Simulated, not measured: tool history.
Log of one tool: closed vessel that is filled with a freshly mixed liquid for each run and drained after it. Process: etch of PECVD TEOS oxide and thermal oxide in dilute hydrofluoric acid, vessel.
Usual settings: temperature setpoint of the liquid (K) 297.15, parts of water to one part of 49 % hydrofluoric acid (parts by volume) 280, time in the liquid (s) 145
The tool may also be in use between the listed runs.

run    hour  temperature setpoint of the liquid (K)  parts of water to one part of 49 % hydrofluoric acid (parts by volume)  time in the liquid (s)  read-back film thickness of the PECVD TEOS oxide reference wafer, read on the same gauge (nm)  read-back film thickness of the thermal oxide reference wafer, read on the same gauge (nm)  thickness taken off the PECVD TEOS oxide on a monitor wafer (nm)  thickness taken off the thermal oxide on a monitor wafer (nm)
  1       0                                  297.15                                                                     280                     115                                                                                          40.03                                                                                      59.982                                                              5.93                                                          1.754
  2    73.4                                  294.65                                                                     280                     145                                                                                          40.02                                                                                      60.024                                                                 7                                                          2.025
  3   153.7                                  297.15                                                                     280                     130                                                                                          40.02                                                                                      60.015                                                              6.84                                                          2.039
  4     260                                  297.15                                                                     280                     130                                                                                          39.93                                                                                      60.011                                                               6.9                                                           1.98
  5   304.5                                  292.15                                                                     335                      75                                                                                          40.01                                                                                      59.998                                                              2.68                                                          0.761
  6   355.2                                  297.15                                                                     280                      65                                                                                          40.01                                                                                      60.001                                                              3.52                                                           1.03
  7   597.1                                  297.15                                                                     280                      90                                                                                             40                                                                                      60.003                                                              4.45                                                          1.305
  8   662.4                                  297.15                                                                     280                     145                                                                                          39.97                                                                                      59.974                                                               7.3                                                          2.167
  9   761.1                                  297.15                                                                     280                     145                                                                                          39.99                                                                                      59.989                                                              7.35                                                          2.233
 10   797.3                                  297.15                                                                     280                     145                                                                                          40.06                                                                                      60.009                                                              7.37                                                          2.109
 11   853.5                                  297.15                                                                     235                     175                                                                                          39.95                                                                                      59.969                                                             11.23                                                          3.316
 12   929.2                                  294.15                                                                     335                     145                                                                                          39.99                                                                                      60.004                                                              5.36                                                          1.589
 13  1002.9                                  293.65                                                                     330                     170                                                                                          40.01                                                                                      59.985                                                              6.39                                                          1.881
 14  1085.5                                  297.15                                                                     280                     195                                                                                          40.02                                                                                      59.969                                                              9.74                                                          2.858
 15  1161.2                                  300.65                                                                     335                     220                                                                                          40.01                                                                                      60.011                                                              9.87                                                           2.83
 16  1264.2                                  297.15                                                                     280                     130                                                                                          39.99                                                                                      59.993                                                              6.61                                                          1.962
 17  1343.4                                  297.15                                                                     410                     145                                                                                          40.01                                                                                      60.031                                                              4.51                                                          1.282
 18  1393.2                                  293.15                                                                     325                      70                                                                                          40.02                                                                                      59.974                                                               2.6                                                          0.766
 19  1489.3                                  297.15                                                                     280                     145                                                                                          39.97                                                                                      59.982                                                              7.53                                                           2.15
 20  1537.7                                  297.15                                                                     280                     230                                                                                          39.94                                                                                      60.004                                                             12.08                                                          3.529
 21  1643.8                                  292.15                                                                     400                     145                                                                                             40                                                                                      60.008                                                              3.85                                                          1.108
 22  1681.6                                  297.15                                                                     280                     145                                                                                          39.99                                                                                       59.98                                                              7.31                                                           2.08
 23  1774.9                                  293.15                                                                     280                     100                                                                                             40                                                                                      59.969                                                              4.38                                                          1.309
 24  1841.8                                  297.15                                                                     325                     145                                                                                          40.02                                                                                      60.021                                                               6.1                                                          1.766
 25  2096.8                                  299.65                                                                     400                     220                                                                                          39.93                                                                                      60.008                                                              7.78                                                          2.292

Taken out of this log: 5 entries between the listed runs. Where each belongs, and how the hidden state differs across it:
Between runs 6 and 7: thermometer replaced (hour 431.9); hydrofluoric acid flow meter replaced (hour 527.2)
  liquid hotter than its thermometer reads (K): 1.89 -> 0.457; hydrofluoric acid flow above the setpoint (%): 2.43 -> 0.397
  measured less the result without the state, thickness taken off the PECVD TEOS oxide on a monitor wafer (nm): +0.33 -> +0.09; thickness taken off the thermal oxide on a monitor wafer (nm): +0.095 -> +0.028
Between runs 13 and 14: thermometer replaced (hour 1059.1)
  liquid hotter than its thermometer reads (K): 1.52 -> 0.196; hydrofluoric acid flow above the setpoint (%): 0.849 -> 0.941
  measured less the result without the state, thickness taken off the PECVD TEOS oxide on a monitor wafer (nm): +0.4 -> +0.18; thickness taken off the thermal oxide on a monitor wafer (nm): +0.118 -> +0.054
Between runs 15 and 16: gauge calibrated (hour 1217)
  liquid hotter than its thermometer reads (K): 0.394 -> 0.665; hydrofluoric acid flow above the setpoint (%): 1.02 -> 1.14
  measured less the result without the state, thickness taken off the PECVD TEOS oxide on a monitor wafer (nm): +0.25 -> +0.24; thickness taken off the thermal oxide on a monitor wafer (nm): +0.074 -> +0.072
Between runs 20 and 21: thermometer replaced (hour 1633.7)
  liquid hotter than its thermometer reads (K): 1.38 -> 0.0315; hydrofluoric acid flow above the setpoint (%): 1.44 -> 1.56
  measured less the result without the state, thickness taken off the PECVD TEOS oxide on a monitor wafer (nm): +0.78 -> +0.09; thickness taken off the thermal oxide on a monitor wafer (nm): +0.227 -> +0.024

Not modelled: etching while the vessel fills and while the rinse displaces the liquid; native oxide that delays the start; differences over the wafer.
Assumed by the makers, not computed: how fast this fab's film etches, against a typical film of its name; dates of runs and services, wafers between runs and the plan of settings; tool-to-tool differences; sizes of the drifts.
